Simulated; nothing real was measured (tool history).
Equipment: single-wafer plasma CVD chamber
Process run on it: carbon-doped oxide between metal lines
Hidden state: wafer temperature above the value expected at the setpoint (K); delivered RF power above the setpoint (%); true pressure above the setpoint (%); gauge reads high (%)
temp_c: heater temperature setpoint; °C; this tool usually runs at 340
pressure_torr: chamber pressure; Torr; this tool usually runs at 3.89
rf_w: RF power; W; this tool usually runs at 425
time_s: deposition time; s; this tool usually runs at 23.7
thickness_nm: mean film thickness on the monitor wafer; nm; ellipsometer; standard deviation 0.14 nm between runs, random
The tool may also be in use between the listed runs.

| run | day | temp_c | pressure_torr | rf_w | time_s | wafers since the last listed run | hours since the last thermocouple change | hours since the last RF generator calibration | hours since the last manometer calibration | hours since the showerhead was replaced | hours since the gauge calibration | read-back reference wafer on the same gauge, thickness_nm | thickness_nm |
|---|---|---|---|---|---|---|---|---|---|---|---|---|---|
| 1 | 0.000 | 332 | 3.89 | 425 | 23.7 | 0 | 1462.6 | 1870.6 | 2102.1 | 3950.7 | 244.2 | 103.438 | 97.913 |
| 2 | 0.317 | 340 | 3.89 | 425 | 23.7 | 119 | 1470.2 | 1878.2 | 2109.7 | 3958.3 | 251.8 | 103.427 | 95.237 |
| 3 | 0.996 | 340 | 3.89 | 425 | 23.7 | 256 | 1486.5 | 1894.5 | 2126.0 | 3974.6 | 268.1 | 103.365 | 95.274 |
| 4 | 1.521 | 340 | 3.89 | 425 | 23.7 | 198 | 1499.1 | 1907.1 | 2138.6 | 3987.2 | 280.7 | 103.330 | 95.171 |
| 5 | 1.821 | 340 | 3.89 | 425 | 23.7 | 113 | 1506.3 | 1914.3 | 2145.8 | 3994.4 | 287.9 | 103.328 | 95.245 |
| 6 | 2.171 | 340 | 3.89 | 425 | 23.7 | 132 | 1514.7 | 1922.7 | 2154.2 | 4002.8 | 296.3 | 103.305 | 94.809 |
| 7 | 2.838 | 346 | 3.89 | 425 | 23.7 | 251 | 1530.7 | 1938.7 | 2170.2 | 4018.8 | 312.3 | 103.226 | 93.111 |
| 8 | 3.562 | 346 | 3.89 | 425 | 23.7 | 273 | 1548.1 | 1956.1 | 2187.6 | 4036.2 | 329.7 | 103.197 | 93.159 |
|  | 4.304 | showerhead replaced |
| 9 | 4.325 | 340 | 3.89 | 425 | 23.7 | 161 | 1566.4 | 1974.4 | 2205.9 | 0.5 | 348.0 | 103.153 | 94.903 |
| 10 | 4.600 | 340 | 3.89 | 425 | 23.7 | 103 | 1573.0 | 1981.0 | 2212.5 | 7.1 | 354.6 | 103.115 | 94.993 |
|  | 4.821 | gauge calibrated |
| 11 | 5.292 | 340 | 3.89 | 425 | 23.7 | 260 | 1589.6 | 1997.6 | 2229.1 | 23.7 | 11.3 | 104.202 | 95.837 |
| 12 | 5.875 | 340 | 3.89 | 345 | 23.7 | 220 | 1603.6 | 2011.6 | 2243.1 | 37.7 | 25.3 | 104.153 | 89.281 |
| 13 | 6.554 | 340 | 4.58 | 460 | 27.8 | 256 | 1619.9 | 2027.9 | 2259.4 | 54.0 | 41.6 | 104.096 | 117.487 |
| 14 | 6.875 | 340 | 3.89 | 345 | 23.7 | 121 | 1627.6 | 2035.6 | 2267.1 | 61.7 | 49.3 | 104.096 | 89.193 |
|  | 7.288 | capacitance manometer re-zeroed and calibrated |
| 15 | 7.496 | 340 | 3.89 | 370 | 28.3 | 108 | 1642.5 | 2050.5 | 5.0 | 76.6 | 64.2 | 104.086 | 108.542 |
| 16 | 7.896 | 340 | 4.38 | 380 | 23.7 | 150 | 1652.1 | 2060.1 | 14.6 | 86.2 | 73.8 | 104.026 | 93.348 |
|  | 8.396 | thermocouple changed; heater temperature recalibrated |
| 17 | 8.417 | 352 | 3.89 | 425 | 23.7 | 70 | 0.5 | 2072.6 | 27.1 | 98.7 | 86.3 | 104.007 | 91.843 |
| 18 | 8.633 | 340 | 3.89 | 425 | 23.7 | 81 | 5.7 | 2077.8 | 32.3 | 103.9 | 91.5 | 103.978 | 95.683 |
| 19 | 8.996 | 340 | 4.64 | 425 | 23.7 | 136 | 14.4 | 2086.5 | 41.0 | 112.6 | 100.2 | 103.942 | 97.342 |
|  | 9.550 | RF generator calibrated |
| 20 | 10.871 | 340 | 3.89 | 425 | 23.7 | 581 | 59.4 | 31.7 | 86.0 | 157.6 | 145.2 | 103.842 | 95.699 |
| 21 | 11.267 | 340 | 3.49 | 345 | 27.8 | 149 | 68.9 | 41.2 | 95.5 | 167.1 | 154.7 | 103.781 | 102.922 |
| 22 | 11.833 | 327 | 3.53 | 425 | 23.7 | 213 | 82.5 | 54.8 | 109.1 | 180.7 | 168.3 | 103.725 | 99.789 |
| 23 | 12.308 | 340 | 3.89 | 425 | 23.7 | 179 | 93.9 | 66.2 | 120.5 | 192.1 | 179.7 | 103.697 | 95.527 |

4 options for the next run, each taken on its own from the tool as it stands now. Forecast them:
| A | 12.325 | 340 | 3.89 | 425 | 23.7 | 6 | 94.3 | 66.6 | 120.9 | 192.5 | 180.1 | ? | ? |
| B | 12.325 | 340 | 4.71 | 470 | 23.7 | 6 | 94.3 | 66.6 | 120.9 | 192.5 | 180.1 | ? | ? |
| C | 12.325 | 335 | 4.83 | 425 | 23.7 | 6 | 94.3 | 66.6 | 120.9 | 192.5 | 180.1 | ? | ? |
| D | 12.325 | 328 | 2.98 | 425 | 23.7 | 6 | 94.3 | 66.6 | 120.9 | 192.5 | 180.1 | ? | ? |

| run | read-back reference wafer on the same gauge, thickness_nm | thickness_nm |
|---|---|---|
| A | 103.703 | 95.296 |
| B | 103.703 | 101.117 |
| C | 103.703 | 99.454 |
| D | 103.703 | 97.557 |
The same runs, with their run-to-run variation unchanged, on a tool lacking any hidden condition would have given:
| run | thickness_nm |
|---|---|
| A | 95.640 |
| B | 101.482 |
| C | 99.814 |
| D | 97.910 |
